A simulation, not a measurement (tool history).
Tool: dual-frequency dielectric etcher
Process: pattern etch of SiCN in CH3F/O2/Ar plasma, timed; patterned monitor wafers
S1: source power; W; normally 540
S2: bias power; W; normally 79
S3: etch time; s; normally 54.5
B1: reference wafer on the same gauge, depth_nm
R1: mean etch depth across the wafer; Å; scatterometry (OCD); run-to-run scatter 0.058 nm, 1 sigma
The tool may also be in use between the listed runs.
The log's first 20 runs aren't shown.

Run 21, hour 267.3: usual settings; B1 26. Result: R1 229.8 Å.
Run 22, hour 273.4: usual settings but S1 630 W; B1 25.98. Result: R1 242.2 Å.
Run 23, hour 288.8: usual settings but S3 42 s; B1 26. Result: R1 177.9 Å.
Run 24, hour 298.3: usual settings but S1 630 W, S2 85 W, S3 38.5 s; B1 25.98. Result: R1 175.3 Å.
Run 25, hour 311.9: usual settings; B1 25.99. Result: R1 231.5 Å.
Run 26, hour 324.7: usual settings but S2 69 W; B1 26. Result: R1 221.8 Å.
Run 27, hour 336.1: usual settings but S1 590 W, S2 99 W, S3 63 s; B1 26.01. Result: R1 297.1 Å.
Run 28, hour 347: usual settings but S1 410 W, S2 73 W; B1 26.01. Result: R1 207.3 Å.
Run 29, hour 363.1: usual settings but S1 620 W, S2 71 W, S3 40.5 s; B1 26. Result: R1 173.9 Å.
Run 30, hour 371.1: usual settings but S1 480 W, S2 60 W, S3 39 s; B1 25.99. Result: R1 146.6 Å.

Predict each of these 4 candidate next runs independently; none follows another, all start after run 30:
Run A, hour 371.5: usual settings but S2 71 W; B1 ?. Result: R1 ?.
Run B, hour 371.5: usual settings but S1 610 W, S2 74 W, S3 44.5 s; B1 ?. Result: R1 ?.
Run C, hour 371.5: usual settings but S1 580 W; B1 ?. Result: R1 ?.
Run D, hour 371.5: usual settings but S3 64.5 s; B1 ?. Result: R1 ?.

run  B1     R1
  A  26  223.3
  B  26    192
  C  26  236.4
  D  26  273.6
Stripped of hidden state, with their random variation kept, the same runs would have yielded:
run     R1
  A  222.5
  B  191.3
  C  235.6
  D  272.6
